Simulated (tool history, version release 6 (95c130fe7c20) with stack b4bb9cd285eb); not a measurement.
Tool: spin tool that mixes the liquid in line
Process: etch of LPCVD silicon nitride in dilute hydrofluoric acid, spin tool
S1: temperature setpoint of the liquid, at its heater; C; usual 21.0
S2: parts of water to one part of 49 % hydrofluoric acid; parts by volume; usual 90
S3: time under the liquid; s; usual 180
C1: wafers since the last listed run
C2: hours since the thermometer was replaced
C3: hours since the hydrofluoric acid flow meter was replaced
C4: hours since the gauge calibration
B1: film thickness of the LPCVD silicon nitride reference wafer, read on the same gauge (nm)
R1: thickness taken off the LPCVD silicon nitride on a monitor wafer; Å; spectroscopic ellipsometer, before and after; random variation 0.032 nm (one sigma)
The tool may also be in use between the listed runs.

run	hour	S1	S2	S3	C1	C2	C3	C4	B1	R1
1	0.0	21.0	60	180	0	2117.5	241.2	933.0	30.012	12.48
2	37.2	21.0	55	180	227	2154.7	278.4	970.2	29.991	12.95
3	84.4	21.0	55	180	288	2201.9	325.6	1017.4	29.991	14.63
4	170.3	21.0	55	180	524	2287.8	411.5	1103.3	29.999	14.87
5	233.9	21.0	90	180	388	2351.4	475.1	1166.9	30.010	8.66
6	277.2	21.0	90	180	264	2394.7	518.4	1210.2	29.982	8.90
7	332.0	21.0	90	180	334	2449.5	573.2	1265.0	30.009	8.02
8	382.0	21.0	90	180	305	2499.5	623.2	1315.0	30.004	8.89
9	414.6	21.0	90	180	198	2532.1	655.8	1347.6	30.004	8.07
10	448.2	21.0	90	135	205	2565.7	689.4	1381.2	30.002	6.47
11	509.2	21.0	90	135	372	2626.7	750.4	1442.2	30.001	6.28
12	560.9	18.0	90	180	315	2678.4	802.1	1493.9	30.010	7.49
13	756.2	18.0	90	180	1192	2873.7	997.4	1689.2	29.980	7.08
14	801.2	21.0	120	265	274	2918.7	1042.4	1734.2	30.002	9.17
15	836.3	21.0	90	180	214	2953.8	1077.5	1769.3	29.965	8.89
# hour 882.7: thermometer replaced
16	936.7	23.5	80	120	606	54.0	1177.9	1869.7	30.014	7.68
17	996.5	23.0	60	280	364	113.8	1237.7	1929.5	30.008	22.30
# hour 997.3: gauge calibrated
18	1023.5	25.0	110	230	164	140.8	1264.7	26.2	30.001	11.76
19	1049.3	21.0	90	180	157	166.6	1290.5	52.0	29.994	8.50
20	1107.2	25.5	115	235	353	224.5	1348.4	109.9	29.990	11.95
21	1144.2	21.0	90	180	225	261.5	1385.4	146.9	30.011	8.70
22	1185.1	22.5	90	130	249	302.4	1426.3	187.8	30.021	7.09
23	1257.0	19.0	125	225	438	374.3	1498.2	259.7	29.975	6.82
# hour 1282.8: hydrofluoric acid flow meter replaced
24	1295.3	24.0	105	180	227	412.6	12.5	298.0	29.998	8.94
25	1363.1	23.5	80	120	413	480.4	80.3	365.8	30.015	7.95
26	1417.0	21.0	90	220	328	534.3	134.2	419.7	30.000	10.68
27	1625.1	21.0	90	180	1270	742.4	342.3	627.8	29.993	8.66

3 ways to go on from here, each from the tool as it stands after run 27. What would each give?
A	1625.6	21.0	65	180	3	742.9	342.8	628.3	?	?
B	1625.6	21.0	90	90	3	742.9	342.8	628.3	?	?
C	1625.6	21.0	50	180	3	742.9	342.8	628.3	?	?

run	B1	R1
A	30.006	11.33
B	30.006	4.12
C	30.006	14.63
Without the tool's hidden state the same runs would have given:
run	R1
A	11.33
B	4.12
C	14.63

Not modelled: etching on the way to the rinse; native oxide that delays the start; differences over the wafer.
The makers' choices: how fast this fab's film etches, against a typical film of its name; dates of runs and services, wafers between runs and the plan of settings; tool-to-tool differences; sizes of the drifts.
